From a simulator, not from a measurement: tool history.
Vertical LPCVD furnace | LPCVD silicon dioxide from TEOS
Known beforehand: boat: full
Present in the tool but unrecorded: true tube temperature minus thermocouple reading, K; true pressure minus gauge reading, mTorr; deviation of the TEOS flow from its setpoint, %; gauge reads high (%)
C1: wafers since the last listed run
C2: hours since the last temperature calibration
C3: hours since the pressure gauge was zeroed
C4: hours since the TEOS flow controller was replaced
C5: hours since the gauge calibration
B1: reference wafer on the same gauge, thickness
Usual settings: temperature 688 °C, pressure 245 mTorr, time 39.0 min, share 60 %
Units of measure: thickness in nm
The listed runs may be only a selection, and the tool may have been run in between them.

Run 1, hour 0.0: usual settings; C1 0; C2 2074.3; C3 1689.4; C4 1760.5; C5 432.6; B1 167.70. Result: thickness 191.77 nm.
Run 2, hour 30.0: usual settings; C1 430; C2 2104.3; C3 1719.4; C4 1790.5; C5 462.6; B1 168.09. Result: thickness 190.14 nm.
Run 3, hour 51.8: usual settings but time 50.0 min, share 54 %; C1 312; C2 2126.1; C3 1741.2; C4 1812.3; C5 484.4; B1 167.84. Result: thickness 232.92 nm.
Run 4, hour 66.1: usual settings but time 43.0 min; C1 205; C2 2140.4; C3 1755.5; C4 1826.6; C5 498.7; B1 168.26. Result: thickness 209.07 nm.
Run 5, hour 88.7: usual settings but time 43.0 min; C1 323; C2 2163.0; C3 1778.1; C4 1849.2; C5 521.3; B1 167.98. Result: thickness 209.39 nm.
Run 6, hour 111.3: usual settings but time 43.0 min; C1 323; C2 2185.6; C3 1800.7; C4 1871.8; C5 543.9; B1 168.13. Result: thickness 210.67 nm.
Run 7, hour 136.9: usual settings but pressure 225 mTorr; C1 366; C2 2211.2; C3 1826.3; C4 1897.4; C5 569.5; B1 168.02. Result: thickness 182.54 nm.
At hour 149.6: gauge calibrated.
Run 8, hour 150.0: usual settings but pressure 225 mTorr; C1 187; C2 2224.3; C3 1839.4; C4 1910.5; C5 0.4; B1 168.35. Result: thickness 182.99 nm.
Run 9, hour 181.0: usual settings but pressure 225 mTorr; C1 444; C2 2255.3; C3 1870.4; C4 1941.5; C5 31.4; B1 168.01. Result: thickness 184.39 nm.
Run 10, hour 208.0: usual settings but pressure 270 mTorr; C1 387; C2 2282.3; C3 1897.4; C4 1968.5; C5 58.4; B1 167.66. Result: thickness 200.07 nm.
At hour 243.8: pressure gauge zeroed.
Run 11, hour 244.3: usual settings but pressure 270 mTorr; C1 176; C2 2318.6; C3 0.5; C4 2004.8; C5 94.7; B1 167.76. Result: thickness 199.66 nm.
Run 12, hour 252.5: usual settings but time 43.0 min; C1 117; C2 2326.8; C3 8.7; C4 2013.0; C5 102.9; B1 168.00. Result: thickness 210.62 nm.
Run 13, hour 264.8: usual settings but temperature 695 °C, time 49.0 min; C1 176; C2 2339.1; C3 21.0; C4 2025.3; C5 115.2; B1 167.86. Result: thickness 283.96 nm.
Run 14, hour 278.1: usual settings but temperature 681 °C, time 27.5 min, share 50 %; C1 190; C2 2352.4; C3 34.3; C4 2038.6; C5 128.5; B1 167.92. Result: thickness 104.38 nm.
At hour 320.6: TEOS flow controller replaced.
At hour 341.5: thermocouples replaced and temperature profile calibrated.
Run 15, hour 342.0: usual settings but pressure 215 mTorr; C1 272; C2 0.5; C3 98.2; C4 21.4; C5 192.4; B1 167.84. Result: thickness 179.29 nm.
Run 16, hour 346.0: usual settings but temperature 696 °C, pressure 265 mTorr, time 29.5 min, share 50 %; C1 57; C2 4.5; C3 102.2; C4 25.4; C5 196.4; B1 167.85. Result: thickness 166.78 nm.
Run 17, hour 349.9: usual settings but temperature 681 °C, pressure 225 mTorr, time 48.5 min, share 64 %; C1 55; C2 8.4; C3 106.1; C4 29.3; C5 200.3; B1 168.15. Result: thickness 196.41 nm.

Run 18 has not been measured yet. What should we expect?
Run 18, hour 366.2: usual settings; C1 233; C2 24.7; C3 122.4; C4 45.6; C5 216.6; B1 ?. Result: thickness ?.

B1: 167.68
thickness: 189.63 nm
With the hidden condition absent and the run-to-run variation left alone, this run would have shown thickness 189.63 nm.
